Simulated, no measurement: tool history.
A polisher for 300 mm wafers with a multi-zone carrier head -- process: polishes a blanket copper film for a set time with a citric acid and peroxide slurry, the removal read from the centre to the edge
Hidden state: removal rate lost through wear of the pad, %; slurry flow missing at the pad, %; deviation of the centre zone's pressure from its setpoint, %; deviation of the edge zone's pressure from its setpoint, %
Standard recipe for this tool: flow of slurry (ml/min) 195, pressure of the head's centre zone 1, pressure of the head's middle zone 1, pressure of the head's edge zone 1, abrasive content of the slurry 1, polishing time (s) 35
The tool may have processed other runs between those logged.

run,hour,flow of slurry (ml/min),pressure of the head's centre zone,pressure of the head's middle zone,pressure of the head's edge zone,abrasive content of the slurry,polishing time (s),wafers since the last listed run,wafers polished on this pad,hours since the slurry nozzle was cleaned,hours since the centre zone pressure was calibrated,hours since the edge zone pressure was calibrated,hours since the carrier head's membrane was replaced,"incoming thickness of the incoming film, nm",film removed at the wafer's centre (angstrom),film removed at mid-radius (angstrom),film removed at the wafer's edge (angstrom)
1,0,195,1,1,1,1,35,0,337,463,1166.7,35.6,31.8,1050.3,1014,987,1006
2,20.9,195,1,1,1,1,35,221,558,483.9,1187.6,56.5,52.7,1057.7,1022,972,1022
3,37.4,195,1,1,1,1,35,174,733,500.4,1204.1,73,69.2,1048.9,1009,967,1011
4,53.3,245,0.89,1,1,1.25,35,168,901,516.3,1220,88.9,85.1,1060.6,951,1045,1091
5,67.9,195,1,0.9,1.05,1,35,154,1056,530.9,1234.6,103.5,99.7,1038.1,1002,888,1030
6,90.8,195,1,1,0.89,1,47,242,1299,553.8,1257.5,126.4,122.6,1046.7,1357,1286,1250
7,119.4,195,1,0.9,1.05,1,35,302,1602,582.4,1286.1,155,151.2,1036.7,984,857,981
# hour 128.2: worn pad replaced by a new one
8,143.5,195,1,1.12,1,1,35,212,161,606.5,1310.2,179.1,175.3,1048.2,1030,1085,1025
# hour 232.3: slurry nozzle cleaned
# hour 234.4: centre zone pressure recalibrated
9,249.1,195,1,1,1,1,35,1086,1248,16.8,14.7,284.7,280.9,1046.4,995,955,1008
10,269.7,195,1,1,0.95,0.8,35,218,1466,37.4,35.3,305.3,301.5,1047.4,932,898,920
11,287.5,150,1,1,1.11,1,32,188,1655,55.2,53.1,323.1,319.3,1049.4,858,834,899
12,303.5,195,1,1.08,1.07,1,35,169,1824,71.2,69.1,339.1,335.3,1052.9,984,987,999
# hour 327.4: worn pad replaced by a new one
13,327.9,165,0.97,1,1,1,27,216,5,95.6,93.5,363.5,359.7,1036,751,768,787
14,345.6,195,1,1,1,1,35,187,193,113.3,111.2,381.2,377.4,1049.3,1016,995,1017
15,376.4,155,1,1,1.08,1,40,326,519,144.1,142,412,408.2,1066.7,1123,1099,1216
16,391.1,195,1.09,1,0.88,1.2,35,155,674,158.8,156.7,426.7,422.9,1059.6,1155,1021,1012
17,414,195,1.1,0.94,1,1.3,35,242,917,181.7,179.6,449.6,445.8,1049.5,1214,989,1099
18,429.2,195,1,1,1,1,31,161,1078,196.9,194.8,464.8,461,1070.1,900,845,904
19,455.9,225,1,1,1,1,35,282,1361,223.6,221.5,491.5,487.7,1058.3,1015,967,1017
20,474.1,195,1,1,0.95,1,35,192,1554,241.8,239.7,509.7,505.9,1032.7,991,946,965
21,493.4,195,1,1,1,1,35,204,1758,261.1,259,529,525.2,1057.6,977,943,973

Predict each of these 4 candidate next runs independently; none follows another, all start after run 21:
A,493.8,195,1,1,1,1,35,4,1762,261.5,259.4,529.4,525.6,1058.3,?,?,?
B,493.8,195,1,0.96,1,1,35,4,1762,261.5,259.4,529.4,525.6,1058.3,?,?,?
C,493.8,195,1.06,1.09,1,1,40,4,1762,261.5,259.4,529.4,525.6,1058.3,?,?,?
D,493.8,175,1,0.88,1,1,35,4,1762,261.5,259.4,529.4,525.6,1058.3,?,?,?

run,film removed at the wafer's centre (angstrom),film removed at mid-radius (angstrom),film removed at the wafer's edge (angstrom)
A,969,940,988
B,969,910,989
C,1175,1151,1128
D,955,839,981
Without the tool's unlogged condition, the same runs would have read:
run,film removed at the wafer's centre (angstrom),film removed at mid-radius (angstrom),film removed at the wafer's edge (angstrom)
A,1027,997,1048
B,1027,965,1049
C,1246,1221,1196
D,1012,890,1040
